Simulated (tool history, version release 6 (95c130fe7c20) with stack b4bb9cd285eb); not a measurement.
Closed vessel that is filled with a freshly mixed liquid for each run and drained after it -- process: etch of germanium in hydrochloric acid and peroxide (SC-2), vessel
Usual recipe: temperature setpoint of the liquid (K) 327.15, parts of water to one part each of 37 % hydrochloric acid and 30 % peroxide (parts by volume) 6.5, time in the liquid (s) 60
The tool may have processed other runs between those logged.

| run | hour | temperature setpoint of the liquid (K) | parts of water to one part each of 37 % hydrochloric acid and 30 % peroxide (parts by volume) | time in the liquid (s) | read-back film thickness of the germanium reference wafer, read on the same gauge (nm) | thickness taken off the germanium on a monitor wafer (nm) |
|---|---|---|---|---|---|---|
| 1 | 0.0 | 327.15 | 6.5 | 60 | 69.98 | 134.79 |
|  | 46.9 | thermometer replaced |
| 2 | 67.3 | 327.15 | 6.5 | 60 | 69.98 | 126.74 |
| 3 | 94.8 | 327.15 | 6.5 | 85 | 70.02 | 180.88 |
| 4 | 139.3 | 327.15 | 6.5 | 85 | 70.01 | 182.00 |
|  | 142.7 | chemicals flow meter replaced |
| 5 | 193.9 | 327.15 | 6.5 | 85 | 70.01 | 180.09 |
| 6 | 225.2 | 327.15 | 6.5 | 60 | 70.01 | 127.12 |
| 7 | 267.2 | 320.15 | 4.0 | 85 | 69.99 | 148.48 |
| 8 | 300.5 | 327.15 | 8.0 | 60 | 69.99 | 124.55 |
| 9 | 371.3 | 327.15 | 6.5 | 95 | 69.99 | 205.68 |
| 10 | 436.0 | 327.15 | 6.5 | 60 | 69.99 | 128.86 |
| 11 | 499.6 | 336.15 | 6.5 | 60 | 69.97 | 169.84 |
| 12 | 536.0 | 327.15 | 6.5 | 60 | 70.01 | 129.66 |
| 13 | 580.7 | 327.15 | 5.0 | 60 | 70.01 | 130.03 |
| 14 | 610.0 | 327.15 | 6.5 | 60 | 69.98 | 129.58 |
| 15 | 640.5 | 327.15 | 4.0 | 60 | 70.02 | 131.51 |
| 16 | 666.3 | 327.15 | 6.5 | 60 | 69.98 | 129.33 |
| 17 | 720.0 | 327.15 | 8.5 | 80 | 69.94 | 171.66 |
|  | 736.1 | gauge calibrated |
|  | 736.3 | new drum of peroxide connected |
| 18 | 762.9 | 327.15 | 6.5 | 60 | 69.98 | 128.34 |
| 19 | 808.6 | 336.65 | 7.5 | 60 | 70.02 | 169.81 |
| 20 | 854.8 | 317.15 | 6.5 | 60 | 70.01 | 94.84 |
| 21 | 893.9 | 320.15 | 7.5 | 90 | 70.02 | 156.43 |
| 22 | 937.8 | 327.15 | 6.5 | 85 | 69.97 | 185.18 |
| 23 | 1006.2 | 331.15 | 7.5 | 30 | 70.03 | 74.03 |
| 24 | 1052.4 | 327.15 | 6.5 | 60 | 69.99 | 132.00 |
| 25 | 1079.0 | 333.65 | 6.5 | 60 | 69.99 | 156.57 |
| 26 | 1113.7 | 319.15 | 7.5 | 60 | 69.99 | 102.30 |
| 27 | 1175.6 | 327.15 | 9.0 | 60 | 70.04 | 128.71 |
| 28 | 1219.1 | 330.15 | 4.5 | 85 | 69.97 | 207.05 |
| 29 | 1245.8 | 320.15 | 7.5 | 90 | 69.99 | 158.61 |
|  | 1268.8 | chemicals flow meter replaced |
| 30 | 1284.0 | 317.15 | 6.5 | 60 | 69.98 | 95.58 |

Some steps in thickness taken off the germanium on a monitor wafer (nm) between neighbouring runs. How much of each would the tool show without its hidden state too (settings, what came in, random variation), and how much is left for the hidden state, with any gauge scatter that isn't in both results?
Hidden state at play: liquid hotter than its thermometer reads (K); chemicals flow below the setpoint (%); peroxide weaker than its label (%); gauge reads high (%).
Run 1 -> 2: thermometer replaced. thickness taken off the germanium on a monitor wafer (nm) -8.05: hidden state -7.75, all else -0.30.
Run 8 -> 9: parts of water to one part each of 37 % hydrochloric acid and 30 % peroxide (parts by volume) 8.0 -> 6.5, time in the liquid (s) 60 -> 95. thickness taken off the germanium on a monitor wafer (nm) +81.13: hidden state +1.45, all else +79.68.
Run 22 -> 23: temperature setpoint of the liquid (K) 327.15 -> 331.15, parts of water to one part each of 37 % hydrochloric acid and 30 % peroxide (parts by volume) 6.5 -> 7.5, time in the liquid (s) 85 -> 30. thickness taken off the germanium on a monitor wafer (nm) -111.15: hidden state -3.11, all else -108.04.
Run 27 -> 28: temperature setpoint of the liquid (K) 327.15 -> 330.15, parts of water to one part each of 37 % hydrochloric acid and 30 % peroxide (parts by volume) 9.0 -> 4.5, time in the liquid (s) 60 -> 85. thickness taken off the germanium on a monitor wafer (nm) +78.34: hidden state +2.83, all else +75.51.
